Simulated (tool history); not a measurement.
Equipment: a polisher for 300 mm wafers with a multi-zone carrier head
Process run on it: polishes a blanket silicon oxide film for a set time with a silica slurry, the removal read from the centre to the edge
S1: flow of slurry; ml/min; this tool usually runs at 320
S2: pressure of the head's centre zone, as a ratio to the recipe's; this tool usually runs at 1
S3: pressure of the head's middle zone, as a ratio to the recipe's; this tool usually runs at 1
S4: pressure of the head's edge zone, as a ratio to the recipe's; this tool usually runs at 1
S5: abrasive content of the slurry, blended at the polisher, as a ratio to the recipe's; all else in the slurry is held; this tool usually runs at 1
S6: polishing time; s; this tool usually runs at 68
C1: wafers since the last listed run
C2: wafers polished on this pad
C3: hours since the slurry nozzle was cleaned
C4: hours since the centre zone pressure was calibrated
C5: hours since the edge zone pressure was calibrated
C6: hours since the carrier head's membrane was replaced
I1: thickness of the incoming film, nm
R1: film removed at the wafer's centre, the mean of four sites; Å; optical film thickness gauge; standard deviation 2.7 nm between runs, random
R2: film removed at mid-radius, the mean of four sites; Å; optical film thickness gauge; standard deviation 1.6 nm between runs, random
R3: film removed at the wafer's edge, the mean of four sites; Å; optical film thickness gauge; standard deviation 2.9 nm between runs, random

{"run": 1, "hour": 0.0, "S1": 320, "S2": 1.04, "S3": 1, "S4": 1, "S5": 1, "S6": 68, "C1": 0, "C2": 198, "C3": 818.7, "C4": 469.9, "C5": 841.9, "C6": 534.7, "I1": 942.1, "R1": 2425, "R2": 2483, "R3": 2401}
{"run": 2, "hour": 11.8, "S1": 320, "S2": 1, "S3": 1, "S4": 1, "S5": 1, "S6": 68, "C1": 68, "C2": 267, "C3": 830.5, "C4": 481.7, "C5": 853.7, "C6": 546.5, "I1": 964.9, "R1": 2293, "R2": 2432, "R3": 2392}
{"run": 3, "hour": 20.9, "S1": 320, "S2": 1, "S3": 1, "S4": 1, "S5": 1, "S6": 68, "C1": 53, "C2": 320, "C3": 839.6, "C4": 490.8, "C5": 862.8, "C6": 555.6, "I1": 963.7, "R1": 2318, "R2": 2430, "R3": 2359}
{"run": 4, "hour": 31.8, "S1": 320, "S2": 1, "S3": 1, "S4": 1, "S5": 1, "S6": 68, "C1": 63, "C2": 383, "C3": 850.5, "C4": 501.7, "C5": 873.7, "C6": 566.5, "I1": 957.7, "R1": 2288, "R2": 2358, "R3": 2314}
{"run": 5, "hour": 42.5, "S1": 320, "S2": 1, "S3": 1, "S4": 1, "S5": 1, "S6": 68, "C1": 62, "C2": 446, "C3": 861.2, "C4": 512.4, "C5": 884.4, "C6": 577.2, "I1": 959.7, "R1": 2222, "R2": 2305, "R3": 2293}
{"run": 6, "hour": 59.6, "S1": 320, "S2": 1, "S3": 1, "S4": 1, "S5": 1, "S6": 68, "C1": 99, "C2": 546, "C3": 878.3, "C4": 529.5, "C5": 901.5, "C6": 594.3, "I1": 958.9, "R1": 2143, "R2": 2265, "R3": 2270}
{"run": 7, "hour": 76.6, "S1": 320, "S2": 1, "S3": 1, "S4": 1, "S5": 1, "S6": 68, "C1": 99, "C2": 645, "C3": 895.3, "C4": 546.5, "C5": 918.5, "C6": 611.3, "I1": 954.2, "R1": 2047, "R2": 2173, "R3": 2086}
{"hour": 82.6, "done": "worn pad replaced by a new one"}
{"run": 8, "hour": 86.7, "S1": 320, "S2": 1, "S3": 1, "S4": 1, "S5": 1, "S6": 68, "C1": 35, "C2": 23, "C3": 905.4, "C4": 556.6, "C5": 928.6, "C6": 621.4, "I1": 944.6, "R1": 2361, "R2": 2502, "R3": 2541}
{"run": 9, "hour": 93.0, "S1": 320, "S2": 0.94, "S3": 1, "S4": 1, "S5": 1, "S6": 68, "C1": 36, "C2": 60, "C3": 911.7, "C4": 562.9, "C5": 934.9, "C6": 627.7, "I1": 944.4, "R1": 2182, "R2": 2481, "R3": 2521}
{"run": 10, "hour": 109.0, "S1": 320, "S2": 1, "S3": 1, "S4": 1, "S5": 1, "S6": 68, "C1": 93, "C2": 154, "C3": 927.7, "C4": 578.9, "C5": 950.9, "C6": 643.7, "I1": 962.9, "R1": 2277, "R2": 2495, "R3": 2436}
{"run": 11, "hour": 125.0, "S1": 320, "S2": 1, "S3": 1, "S4": 1.12, "S5": 1, "S6": 68, "C1": 93, "C2": 247, "C3": 943.7, "C4": 594.9, "C5": 966.9, "C6": 659.7, "I1": 940.5, "R1": 2254, "R2": 2465, "R3": 2555}
{"hour": 130.8, "done": "centre zone pressure recalibrated"}
{"run": 12, "hour": 138.6, "S1": 320, "S2": 0.95, "S3": 1, "S4": 1, "S5": 1.1, "S6": 68, "C1": 67, "C2": 315, "C3": 957.3, "C4": 7.8, "C5": 980.5, "C6": 673.3, "I1": 960, "R1": 2506, "R2": 2499, "R3": 2462}
{"hour": 144.4, "done": "carrier head's membrane replaced by a new one"}
{"hour": 150.6, "done": "edge zone pressure recalibrated"}
{"hour": 154.6, "done": "slurry nozzle cleaned"}
{"run": 13, "hour": 155.0, "S1": 320, "S2": 1, "S3": 1, "S4": 1, "S5": 1.15, "S6": 68, "C1": 49, "C2": 364, "C3": 0.4, "C4": 24.2, "C5": 4.4, "C6": 10.6, "I1": 947.9, "R1": 2609, "R2": 2511, "R3": 2472}
{"run": 14, "hour": 161.7, "S1": 320, "S2": 1, "S3": 1, "S4": 1, "S5": 1, "S6": 68, "C1": 39, "C2": 403, "C3": 7.1, "C4": 30.9, "C5": 11.1, "C6": 17.3, "I1": 956.3, "R1": 2407, "R2": 2311, "R3": 2303}
{"run": 15, "hour": 175.4, "S1": 320, "S2": 1, "S3": 1, "S4": 1, "S5": 0.8, "S6": 68, "C1": 80, "C2": 483, "C3": 20.8, "C4": 44.6, "C5": 24.8, "C6": 31, "I1": 951.5, "R1": 2095, "R2": 2020, "R3": 1983}
{"hour": 187.5, "done": "worn pad replaced by a new one"}
{"run": 16, "hour": 188.5, "S1": 320, "S2": 1.11, "S3": 1, "S4": 1, "S5": 1, "S6": 77, "C1": 53, "C2": 5, "C3": 33.9, "C4": 57.7, "C5": 37.9, "C6": 44.1, "I1": 958, "R1": 3239, "R2": 2778, "R3": 2817}
{"run": 17, "hour": 230.6, "S1": 280, "S2": 1, "S3": 1.12, "S4": 1.06, "S5": 1.3, "S6": 68, "C1": 245, "C2": 251, "C3": 76, "C4": 99.8, "C5": 80, "C6": 86.2, "I1": 962.7, "R1": 2695, "R2": 2936, "R3": 2671}
{"run": 18, "hour": 237.4, "S1": 320, "S2": 1.09, "S3": 1, "S4": 1.12, "S5": 1, "S6": 87, "C1": 39, "C2": 291, "C3": 82.8, "C4": 106.6, "C5": 86.8, "C6": 93, "I1": 974.1, "R1": 3437, "R2": 3060, "R3": 3175}
{"run": 19, "hour": 251.4, "S1": 320, "S2": 1.09, "S3": 1.04, "S4": 1, "S5": 1.2, "S6": 68, "C1": 81, "C2": 372, "C3": 96.8, "C4": 120.6, "C5": 100.8, "C6": 107, "I1": 954.6, "R1": 2876, "R2": 2618, "R3": 2487}

What if the next run were any one of these 3? Each begins from the tool's condition after run 19:
{"run": "A", "hour": 251.8, "S1": 320, "S2": 1, "S3": 1, "S4": 1.08, "S5": 1, "S6": 68, "C1": 2, "C2": 375, "C3": 97.2, "C4": 121, "C5": 101.2, "C6": 107.4, "I1": 959.4, "R1": "?", "R2": "?", "R3": "?"}
{"run": "B", "hour": 251.8, "S1": 260, "S2": 1, "S3": 1, "S4": 1, "S5": 1.2, "S6": 68, "C1": 2, "C2": 375, "C3": 97.2, "C4": 121, "C5": 101.2, "C6": 107.4, "I1": 959.4, "R1": "?", "R2": "?", "R3": "?"}
{"run": "C", "hour": 251.8, "S1": 320, "S2": 1.03, "S3": 1.05, "S4": 0.93, "S5": 1, "S6": 68, "C1": 2, "C2": 375, "C3": 97.2, "C4": 121, "C5": 101.2, "C6": 107.4, "I1": 959.4, "R1": "?", "R2": "?", "R3": "?"}

run=A R1=2399 R2=2332 R3=2348
run=B R1=2537 R2=2472 R3=2413
run=C R1=2472 R2=2425 R3=2190
Without the tool's unlogged condition, the same runs would have read:
run=A R1=2670 R2=2481 R3=2498
run=B R1=2824 R2=2630 R3=2567
run=C R1=2752 R2=2580 R3=2331
